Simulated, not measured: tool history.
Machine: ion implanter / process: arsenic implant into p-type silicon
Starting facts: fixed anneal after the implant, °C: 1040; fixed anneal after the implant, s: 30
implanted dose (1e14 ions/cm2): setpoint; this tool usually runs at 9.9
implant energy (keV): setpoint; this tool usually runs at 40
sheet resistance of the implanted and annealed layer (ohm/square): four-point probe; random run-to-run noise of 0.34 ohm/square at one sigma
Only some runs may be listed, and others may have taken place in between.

run	day	implanted dose (1e14 ions/cm2)	implant energy (keV)	read-back reference wafer on the same gauge, sheet resistance	sheet resistance of the implanted and annealed layer (ohm/square)
1	0	9.9	40	122.12	107.47
2	2.2	9.9	40	121.93	106.95
3	4.279	9.9	40	122	107.32
4	6.271	9.9	40	122.01	107.16
5	8.183	10.89	40	122.05	100.48
6	10.792	10.89	40	121.98	101.29
7	14.079	10.89	40	122.01	101.36
8	15.9	9.9	36.5	122.1	109.89
9	19.383	9.9	36.5	121.9	107.43
10	22.871	9.9	36.5	122.1	106.91
11	29.633	9.9	35.5	122.03	107.45
12	32.904	11.79	40	121.94	93.44
13	35.725	9.9	40	121.97	105.86
14	39.867	9.9	40	121.9	105.59
15	41.483	9.19	40	121.94	111.96
16	44.121	12.57	34	122.06	92.54
17	46.896	8.61	44.5	121.84	115.59
18	51.075	9.9	40	121.91	106.62
19	53.05	9.9	40	121.93	106.66
20	55.408	7.55	27.5	122.04	136.84
21	59.738	8.12	35	122.07	125.88
22	62.108	10.98	50.5	121.95	96.75
23	64.554	9.9	40	121.85	108.4
24	69.7	9.9	46.5	121.95	107.32
25	71.504	8.64	27	122.07	127.21
26	73.175	9.9	40	122.04	109.93
27	77.471	9.9	40	122.01	106.55
28	81.925	12.04	52.5	122.06	88.49
29	84.683	7.62	32.5	121.96	132.2
30	88.521	9.9	40	122	106.45
31	90.579	9.9	40	122.01	106.38
32	94.304	12.48	26.5	122.1	97.09
33	96.604	9.9	32.5	122.14	110.06
34	98.325	11.73	47.5	121.95	92.62
35	101.896	9.9	52	122	102.68
36	105.775	7.23	35	122.11	137.72
37	110.192	9.9	40	122.03	108.07
38	113.088	9.9	40	121.97	107.83

Between the runs listed above, the log contained 4 entries, not reproduced here. Where in the sequence does each belong, and how does what the log doesn't record of the tool's condition differ from the listed run before to the listed run after?
Between runs 8 and 9: Faraday cup replaced and dose calibrated (day 17.775)
  deviation of the true dose from the Faraday cup's reading, %: -3.83 -> 0.516
  measured result minus the result with no hidden state, sheet resistance of the implanted and annealed layer (ohm/square): +3 -> -0.39
Between runs 9 and 10: extraction supply calibrated (day 21.162)
  deviation of the true dose from the Faraday cup's reading, %: 0.516 -> 0.476
  measured result minus the result with no hidden state, sheet resistance of the implanted and annealed layer (ohm/square): -0.39 -> -0.36
Between runs 19 and 20: gauge calibrated (day 54.742)
  deviation of the true dose from the Faraday cup's reading, %: -1.58 -> -1.87
  measured result minus the result with no hidden state, sheet resistance of the implanted and annealed layer (ohm/square): +1.2 -> +1.91
Between runs 26 and 27: Faraday cup replaced and dose calibrated (day 75.292)
  deviation of the true dose from the Faraday cup's reading, %: -4.65 -> -0.814
  measured result minus the result with no hidden state, sheet resistance of the implanted and annealed layer (ohm/square): +3.68 -> +0.62
